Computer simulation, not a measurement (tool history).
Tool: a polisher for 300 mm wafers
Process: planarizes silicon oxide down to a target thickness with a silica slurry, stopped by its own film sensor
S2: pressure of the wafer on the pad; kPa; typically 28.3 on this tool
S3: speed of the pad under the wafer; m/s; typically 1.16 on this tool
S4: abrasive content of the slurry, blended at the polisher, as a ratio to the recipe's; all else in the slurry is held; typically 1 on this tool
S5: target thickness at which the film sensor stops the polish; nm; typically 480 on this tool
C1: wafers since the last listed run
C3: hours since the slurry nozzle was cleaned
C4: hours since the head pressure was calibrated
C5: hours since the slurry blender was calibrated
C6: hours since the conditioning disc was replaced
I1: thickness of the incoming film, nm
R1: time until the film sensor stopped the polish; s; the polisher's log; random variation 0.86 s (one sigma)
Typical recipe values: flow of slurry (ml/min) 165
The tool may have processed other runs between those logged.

Run 1, day 0: usual settings; C1 0; wafers polished on this pad 528; C3 309.5; C4 629.7; C5 105.2; C6 31.4; I1 702.1. Result: R1 74.9 s.
At day 0.412: slurry nozzle cleaned.
At day 0.8: head pressure recalibrated.
Run 2, day 0.821: usual settings; C1 180; wafers polished on this pad 709; C3 9.8; C4 0.5; C5 124.9; C6 51.1; I1 718.9. Result: R1 80.5 s.
Run 3, day 1.471: usual settings; C1 168; wafers polished on this pad 877; C3 25.4; C4 16.1; C5 140.5; C6 66.7; I1 719.5. Result: R1 79.1 s.
Run 4, day 2: usual settings; C1 137; wafers polished on this pad 1014; C3 38.1; C4 28.8; C5 153.2; C6 79.4; I1 699.8. Result: R1 73.6 s.
At day 2.279: worn pad replaced by a new one.
At day 2.604: slurry blender recalibrated.
Run 5, day 2.721: usual settings; C1 122; wafers polished on this pad 92; C3 55.4; C4 46.1; C5 2.8; C6 96.7; I1 718.8. Result: R1 80.8 s.
Run 6, day 3.225: usual settings but S3 1.52 m/s; C1 130; wafers polished on this pad 223; C3 67.5; C4 58.2; C5 14.9; C6 108.8; I1 702.8. Result: R1 59.7 s.
Run 7, day 3.775: usual settings; C1 142; wafers polished on this pad 366; C3 80.7; C4 71.4; C5 28.1; C6 122; I1 696.4. Result: R1 72.8 s.
Run 8, day 4.029: usual settings but flow of slurry (ml/min) 135, S2 22.8 kPa, S4 1.2; C1 65; wafers polished on this pad 431; C3 86.8; C4 77.5; C5 34.2; C6 128.1; I1 705.6. Result: R1 90.4 s.
Run 9, day 4.608: usual settings but flow of slurry (ml/min) 180, S4 1.2; C1 150; wafers polished on this pad 581; C3 100.7; C4 91.4; C5 48.1; C6 142; I1 712.9. Result: R1 73.1 s.
Run 10, day 5.167: usual settings but flow of slurry (ml/min) 115, S3 1.26 m/s, S4 1.1, S5 405 nm; C1 144; wafers polished on this pad 726; C3 114.1; C4 104.8; C5 61.5; C6 155.4; I1 718.6. Result: R1 99.9 s.
Run 11, day 5.508: usual settings but S3 1.38 m/s; C1 88; wafers polished on this pad 815; C3 122.3; C4 113; C5 69.7; C6 163.6; I1 715.6. Result: R1 69.4 s.
Run 12, day 6.229: usual settings but flow of slurry (ml/min) 185, S2 18.6 kPa, S5 559 nm; C1 186; wafers polished on this pad 1002; C3 139.6; C4 130.3; C5 87; C6 180.9; I1 701.9. Result: R1 72.9 s.
Run 13, day 6.821: usual settings but flow of slurry (ml/min) 205, S3 0.98 m/s, S5 415 nm; C1 153; wafers polished on this pad 1155; C3 153.8; C4 144.5; C5 101.2; C6 195.1; I1 711.3. Result: R1 111.1 s.
At day 6.992: worn pad replaced by a new one.
Run 14, day 7.558: usual settings but S4 0.9, S5 541 nm; C1 147; wafers polished on this pad 146; C3 171.5; C4 162.2; C5 118.9; C6 212.8; I1 714.6. Result: R1 60.1 s.
At day 8.279: slurry blender recalibrated.
Run 15, day 9.288: usual settings; C1 426; wafers polished on this pad 573; C3 213; C4 203.7; C5 24.2; C6 254.3; I1 699.7. Result: R1 74.1 s.
Run 16, day 9.833: usual settings but flow of slurry (ml/min) 135, S5 539 nm; C1 141; wafers polished on this pad 714; C3 226.1; C4 216.8; C5 37.3; C6 267.4; I1 709.4. Result: R1 58 s.
Run 17, day 10.129: usual settings but flow of slurry (ml/min) 210, S3 0.9 m/s, S5 552 nm; C1 76; wafers polished on this pad 791; C3 233.2; C4 223.9; C5 44.4; C6 274.5; I1 699.7. Result: R1 59.9 s.
Run 18, day 10.433: usual settings but flow of slurry (ml/min) 225; C1 78; wafers polished on this pad 870; C3 240.5; C4 231.2; C5 51.7; C6 281.8; I1 703. Result: R1 72.5 s.
Run 19, day 10.929: usual settings but S2 33.8 kPa, S4 0.85; C1 128; wafers polished on this pad 998; C3 252.4; C4 243.1; C5 63.6; C6 293.7; I1 721.8. Result: R1 70.8 s.
At day 11.4: worn pad replaced by a new one.
Run 20, day 11.479: usual settings but S4 0.7; C1 99; wafers polished on this pad 20; C3 265.6; C4 256.3; C5 76.8; C6 306.9; I1 705.4. Result: R1 85.5 s.
Run 21, day 11.792: usual settings; C1 80; wafers polished on this pad 101; C3 273.1; C4 263.8; C5 84.3; C6 314.4; I1 702.2. Result: R1 73.9 s.
Run 22, day 12.412: usual settings; C1 160; wafers polished on this pad 262; C3 288; C4 278.7; C5 99.2; C6 329.3; I1 712.1. Result: R1 77.9 s.
Run 23, day 12.808: usual settings but S3 1 m/s; C1 102; wafers polished on this pad 365; C3 297.5; C4 288.2; C5 108.7; C6 338.8; I1 718.4. Result: R1 89.5 s.
Run 24, day 13.267: usual settings but S2 33.8 kPa, S4 0.85; C1 118; wafers polished on this pad 483; C3 308.5; C4 299.2; C5 119.7; C6 349.8; I1 708.6. Result: R1 68.4 s.
Run 25, day 13.754: usual settings but S2 21.4 kPa, S4 0.9, S5 439 nm; C1 126; wafers polished on this pad 610; C3 320.2; C4 310.9; C5 131.4; C6 361.5; I1 699.8. Result: R1 119.4 s.

What if the next run were any one of these 5? Each begins from the tool's condition after run 25:
Run A, day 13.771: usual settings but S5 550 nm; C1 4; wafers polished on this pad 614; C3 320.6; C4 311.3; C5 131.8; C6 361.9; I1 710.7. Result: R1 ?.
Run B, day 13.771: usual settings but S5 440 nm; C1 4; wafers polished on this pad 614; C3 320.6; C4 311.3; C5 131.8; C6 361.9; I1 710.7. Result: R1 ?.
Run C, day 13.771: usual settings but flow of slurry (ml/min) 135, S3 0.96 m/s; C1 4; wafers polished on this pad 614; C3 320.6; C4 311.3; C5 131.8; C6 361.9; I1 710.7. Result: R1 ?.
Run D, day 13.771: usual settings but flow of slurry (ml/min) 220, S3 1.04 m/s; C1 4; wafers polished on this pad 614; C3 320.6; C4 311.3; C5 131.8; C6 361.9; I1 710.7. Result: R1 ?.
Run E, day 13.771: usual settings but S4 0.85; C1 4; wafers polished on this pad 614; C3 320.6; C4 311.3; C5 131.8; C6 361.9; I1 710.7. Result: R1 ?.

run    R1
  A  52.7
  B  88.8
  C  89.7
  D  80.4
  E  79.8
The same runs, with their run-to-run variation unchanged, on a tool lacking any hidden condition would have given:
run    R1
  A  52.7
  B  88.8
  C  89.7
  D  80.4
  E  79.8
